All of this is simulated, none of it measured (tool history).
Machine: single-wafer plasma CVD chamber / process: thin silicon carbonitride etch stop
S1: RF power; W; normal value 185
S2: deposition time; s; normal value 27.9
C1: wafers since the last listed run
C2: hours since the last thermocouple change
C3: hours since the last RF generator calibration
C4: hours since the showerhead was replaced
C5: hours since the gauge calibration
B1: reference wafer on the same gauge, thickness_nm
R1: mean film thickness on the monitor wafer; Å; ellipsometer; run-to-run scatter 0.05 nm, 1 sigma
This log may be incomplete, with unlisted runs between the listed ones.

run	hour	S1	S2	C1	C2	C3	C4	C5	B1	R1
1	0	175	27.9	0	851.5	1152.6	5822	740	16.895	151.67
2	80	185	23.8	2243	931.5	1232.6	5902	820	16.908	131.85
3	176.3	185	23.8	2700	1027.8	1328.9	5998.3	916.3	16.897	131.01
4	282.5	200	27.9	2978	1134	1435.1	6104.5	1022.5	16.891	157.96
5	375.7	200	27.9	2613	1227.2	1528.3	6197.7	1115.7	16.896	156.59
6	469.8	185	24.6	2638	1321.3	1622.4	6291.8	1209.8	16.897	134.18
7	576.5	185	24.6	2992	1428	1729.1	6398.5	1316.5	16.9	134.3
8	637.3	185	24.6	1704	1488.8	1789.9	6459.3	1377.3	16.898	134.82
9	679.6	185	27.9	1186	1531.1	1832.2	6501.6	1419.6	16.893	152.53
10	717.3	185	27.9	1057	1568.8	1869.9	6539.3	1457.3	16.904	152.65
# hour 765.5: gauge calibrated
11	823.6	185	25	2980	1675.1	1976.2	6645.6	58.1	16.903	137
12	923	185	30.9	2787	1774.5	2075.6	6745	157.5	16.901	168.21
13	969	195	25.6	1289	1820.5	2121.6	6791	203.5	16.904	141.53
# hour 1017.1: RF generator calibrated
14	1047.1	160	23.3	1965	1898.6	30	6869.1	281.6	16.895	123.73
# hour 1096.6: showerhead replaced
15	1114.4	185	27.9	1662	1965.9	97.3	17.8	348.9	16.895	153.92
# hour 1194: thermocouple changed; heater temperature recalibrated
16	1215.1	185	27.9	2599	21.1	198	118.5	449.6	16.884	154.98
17	1257.8	195	22.4	1197	63.8	240.7	161.2	492.3	16.903	125.64
18	1311.6	160	31.1	1508	117.6	294.5	215	546.1	16.917	166.08
19	1349.1	185	27.9	1051	155.1	332	252.5	583.6	16.887	154.58
20	1527.3	165	32	4997	333.3	510.2	430.7	761.8	16.886	172.22
21	1610.2	170	31.3	2324	416.2	593.1	513.6	844.7	16.903	168.95
22	1687.5	175	24.4	2167	493.5	670.4	590.9	922	16.924	133.69

Give the tool's hidden conditions for every run:
wafer temperature above the value expected at the setpoint (K): 0 in every run
gauge reads high (%): 0 in every run
H1: delivered RF power above the setpoint (%)
run	H1
1	-2.5
2	-2.85
3	-3.3
4	-3.84
5	-4.34
6	-4.88
7	-5.54
8	-5.93
9	-6.21
10	-6.47
11	-7.21
12	-7.95
13	-8.31
14	-0.931
15	-0.946
16	-1
17	-1.03
18	-1.09
19	-1.13
20	-1.41
21	-1.57
22	-1.75
